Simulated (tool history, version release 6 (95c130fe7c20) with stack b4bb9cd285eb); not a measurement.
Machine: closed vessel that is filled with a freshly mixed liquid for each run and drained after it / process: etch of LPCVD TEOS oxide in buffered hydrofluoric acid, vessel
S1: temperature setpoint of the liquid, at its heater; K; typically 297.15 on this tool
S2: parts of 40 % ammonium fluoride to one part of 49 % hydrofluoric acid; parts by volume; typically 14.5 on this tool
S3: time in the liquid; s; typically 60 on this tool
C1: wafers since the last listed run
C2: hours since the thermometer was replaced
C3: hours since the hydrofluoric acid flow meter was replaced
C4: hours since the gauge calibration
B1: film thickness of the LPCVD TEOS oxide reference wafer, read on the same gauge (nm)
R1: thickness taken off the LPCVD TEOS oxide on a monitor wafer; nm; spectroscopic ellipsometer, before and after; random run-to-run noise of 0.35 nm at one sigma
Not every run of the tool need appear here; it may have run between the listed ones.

{"run": 1, "day": 0.0, "S1": 295.15, "S2": 14.5, "S3": 60, "C1": 0, "C2": 2291.9, "C3": 1154.4, "C4": 141.4, "B1": 60.01, "R1": 80.24}
{"day": 0.208, "done": "gauge calibrated"}
{"run": 2, "day": 0.575, "S1": 297.15, "S2": 14.5, "S3": 60, "C1": 1581, "C2": 2305.7, "C3": 1168.2, "C4": 8.8, "B1": 60.04, "R1": 89.31}
{"run": 3, "day": 0.858, "S1": 297.15, "S2": 14.5, "S3": 60, "C1": 779, "C2": 2312.5, "C3": 1175.0, "C4": 15.6, "B1": 59.96, "R1": 89.0}
{"run": 4, "day": 1.475, "S1": 297.15, "S2": 14.5, "S3": 60, "C1": 1695, "C2": 2327.3, "C3": 1189.8, "C4": 30.4, "B1": 59.98, "R1": 88.81}
{"run": 5, "day": 2.004, "S1": 297.15, "S2": 14.5, "S3": 60, "C1": 1455, "C2": 2340.0, "C3": 1202.5, "C4": 43.1, "B1": 59.99, "R1": 88.67}
{"run": 6, "day": 2.425, "S1": 297.15, "S2": 14.5, "S3": 60, "C1": 1157, "C2": 2350.1, "C3": 1212.6, "C4": 53.2, "B1": 59.98, "R1": 88.92}
{"day": 2.846, "done": "hydrofluoric acid flow meter replaced"}
{"run": 7, "day": 2.867, "S1": 297.15, "S2": 14.5, "S3": 60, "C1": 1099, "C2": 2360.7, "C3": 0.5, "C4": 63.8, "B1": 59.98, "R1": 99.66}
{"day": 2.938, "done": "thermometer replaced"}
{"run": 8, "day": 3.446, "S1": 297.15, "S2": 14.5, "S3": 75, "C1": 1478, "C2": 12.2, "C3": 14.4, "C4": 77.7, "B1": 60.01, "R1": 125.72}
{"run": 9, "day": 4.038, "S1": 297.15, "S2": 18.5, "S3": 40, "C1": 1627, "C2": 26.4, "C3": 28.6, "C4": 91.9, "B1": 60.01, "R1": 52.69}
{"run": 10, "day": 4.308, "S1": 297.15, "S2": 18.5, "S3": 60, "C1": 744, "C2": 32.9, "C3": 35.1, "C4": 98.4, "B1": 59.98, "R1": 78.5}
{"run": 11, "day": 4.65, "S1": 295.15, "S2": 14.5, "S3": 60, "C1": 939, "C2": 41.1, "C3": 43.3, "C4": 106.6, "B1": 60.01, "R1": 89.86}
{"day": 5.021, "done": "gauge calibrated"}
{"run": 12, "day": 5.221, "S1": 297.15, "S2": 14.5, "S3": 60, "C1": 1569, "C2": 54.8, "C3": 57.0, "C4": 4.8, "B1": 59.97, "R1": 100.04}
{"run": 13, "day": 5.942, "S1": 301.15, "S2": 14.5, "S3": 30, "C1": 1982, "C2": 72.1, "C3": 74.3, "C4": 22.1, "B1": 60.01, "R1": 61.81}
{"run": 14, "day": 6.617, "S1": 302.15, "S2": 20.5, "S3": 30, "C1": 1856, "C2": 88.3, "C3": 90.5, "C4": 38.3, "B1": 60.01, "R1": 47.13}
{"run": 15, "day": 7.354, "S1": 300.15, "S2": 14.5, "S3": 30, "C1": 2028, "C2": 106.0, "C3": 108.2, "C4": 56.0, "B1": 60.0, "R1": 58.67}
{"run": 16, "day": 7.946, "S1": 297.15, "S2": 14.5, "S3": 85, "C1": 1627, "C2": 120.2, "C3": 122.4, "C4": 70.2, "B1": 60.02, "R1": 140.51}

3 ways to go on from here, each from the tool as it stands after run 16. What would each give?
{"run": "A", "day": 7.975, "S1": 297.15, "S2": 14.5, "S3": 70, "C1": 80, "C2": 120.9, "C3": 123.1, "C4": 70.9, "B1": "?", "R1": "?"}
{"run": "B", "day": 7.975, "S1": 300.15, "S2": 14.5, "S3": 90, "C1": 80, "C2": 120.9, "C3": 123.1, "C4": 70.9, "B1": "?", "R1": "?"}
{"run": "C", "day": 7.975, "S1": 297.15, "S2": 11.5, "S3": 60, "C1": 80, "C2": 120.9, "C3": 123.1, "C4": 70.9, "B1": "?", "R1": "?"}

run=A B1=60.00 R1=115.74
run=B B1=60.00 R1=175.02
run=C B1=60.00 R1=124.50
Take away the tool's hidden state, keep each run's random variation, and the runs would have read:
run=A R1=117.92
run=B R1=178.32
run=C R1=126.82
